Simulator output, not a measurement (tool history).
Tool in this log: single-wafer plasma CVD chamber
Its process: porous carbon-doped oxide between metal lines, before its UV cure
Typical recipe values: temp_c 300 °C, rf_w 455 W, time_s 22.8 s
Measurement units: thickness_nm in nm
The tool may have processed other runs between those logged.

run     day  temp_c  rf_w  time_s  wafers since the last listed run  hours since the last thermocouple change  hours since the last RF generator calibration  hours since the showerhead was replaced  hours since the gauge calibration  read-back reference wafer on the same gauge, thickness_nm  thickness_nm
  1       0     300   455    19.2                                 0                                     833.3                                         1294.3                                   7042.8                              222.3                                                    136.834        95.256
  2   4.454     300   455    22.8                              2865                                     940.2                                         1401.2                                   7149.7                              329.2                                                    137.118       113.319
  3   8.417     300   455    22.8                              2548                                    1035.3                                         1496.3                                   7244.8                              424.3                                                    137.103       111.925
  4  10.196     300   455    22.8                              1144                                      1078                                           1539                                   7287.5                                467                                                    136.904       112.792
  5  11.875     300   455    22.8                              1080                                    1118.3                                         1579.3                                   7327.8                              507.3                                                    136.914       111.258
     15.183  -- thermocouple changed; heater temperature recalibrated
  6  15.204     300   455    22.8                              1926                                       0.5                                         1659.2                                   7407.7                              587.2                                                    137.044       112.594
  7  16.921     300   455    22.8                              1104                                      41.7                                         1700.4                                   7448.9                              628.4                                                    136.976        110.71
  8  20.117     300   455      21                              2055                                     118.4                                         1777.1                                   7525.6                              705.1                                                    137.067       102.555
  9  23.371     306   455    21.8                              2093                                     196.5                                         1855.2                                   7603.7                              783.2                                                    137.181       103.039
 10  26.417     306   455    21.8                              1959                                     269.6                                         1928.3                                   7676.8                              856.3                                                    136.944       102.727
 11  30.212     300   400    22.8                              2441                                     360.7                                         2019.4                                   7767.9                              947.4                                                    136.935       102.141
 12  33.392     300   400    22.8                              2044                                       437                                         2095.7                                   7844.2                             1023.7                                                    136.873       102.041
 13  36.554     300   455    22.8                              2034                                     512.9                                         2171.6                                   7920.1                             1099.6                                                    136.885       109.954
     38.817  -- gauge calibrated
 14  38.967     300   530    20.7                              1551                                     570.8                                         2229.5                                     7978                                3.6                                                    136.672       108.819
     40.154  -- RF generator calibrated
 15  40.488     294   400    26.9                               763                                     607.3                                              8                                   8014.5                               40.1                                                    137.186       127.892
 16  43.633     313   385    20.1                              2023                                     682.8                                           83.5                                     8090                              115.6                                                    136.741        85.067
 17  47.825     296   480    20.5                              2696                                     783.4                                          184.1                                   8190.6                              216.2                                                    136.878       108.644
 18  51.933     300   525    22.8                              2642                                       882                                          282.7                                   8289.2                              314.8                                                    137.357       122.175
 19  55.996     300   455    22.8                              2613                                     979.5                                          380.2                                   8386.7                              412.3                                                    136.997       113.777
     56.788  -- thermocouple changed; heater temperature recalibrated
     65.325  -- showerhead replaced
 20  66.258     314   490    26.7                              6172                                     227.3                                          626.5                                     22.4                              658.6                                                    137.247       127.207
 21   68.85     300   455    22.8                              1667                                     289.5                                          688.7                                     84.6                              720.8                                                     136.96       114.225
 22  76.662     300   455    22.8                              5025                                       477                                          876.2                                    272.1                              908.3                                                    136.895       112.476
 23  80.171     300   500    22.8                              2256                                     561.2                                          960.4                                    356.3                              992.5                                                    137.046       118.365
 24  82.667     292   385    25.2                              1605                                     621.1                                         1020.3                                    416.2                             1052.4                                                    136.917       117.552
 25  86.104     300   455    22.8                              2211                                     703.6                                         1102.8                                    498.7                             1134.9                                                     137.01       112.243

Alternative continuations, all from the tool just after run 25; predict every row:
  A  86.121     300   455    25.6                                10                                       704                                         1103.2                                    499.1                             1135.3                                                          ?             ?
  B  86.121     310   405    20.9                                10                                       704                                         1103.2                                    499.1                             1135.3                                                          ?             ?
  C  86.121     300   455    24.8                                10                                       704                                         1103.2                                    499.1                             1135.3                                                          ?             ?
  D  86.121     300   455      19                                10                                       704                                         1103.2                                    499.1                             1135.3                                                          ?             ?

run  read-back reference wafer on the same gauge, thickness_nm  thickness_nm
  A                                                    136.942       125.727
  B                                                    136.942        90.917
  C                                                    136.942       121.924
  D                                                    136.942        94.264
With the hidden condition removed and each run's random variation left untouched, the same runs would have given:
run  thickness_nm
  A       128.531
  B        92.954
  C       124.643
  D        96.366
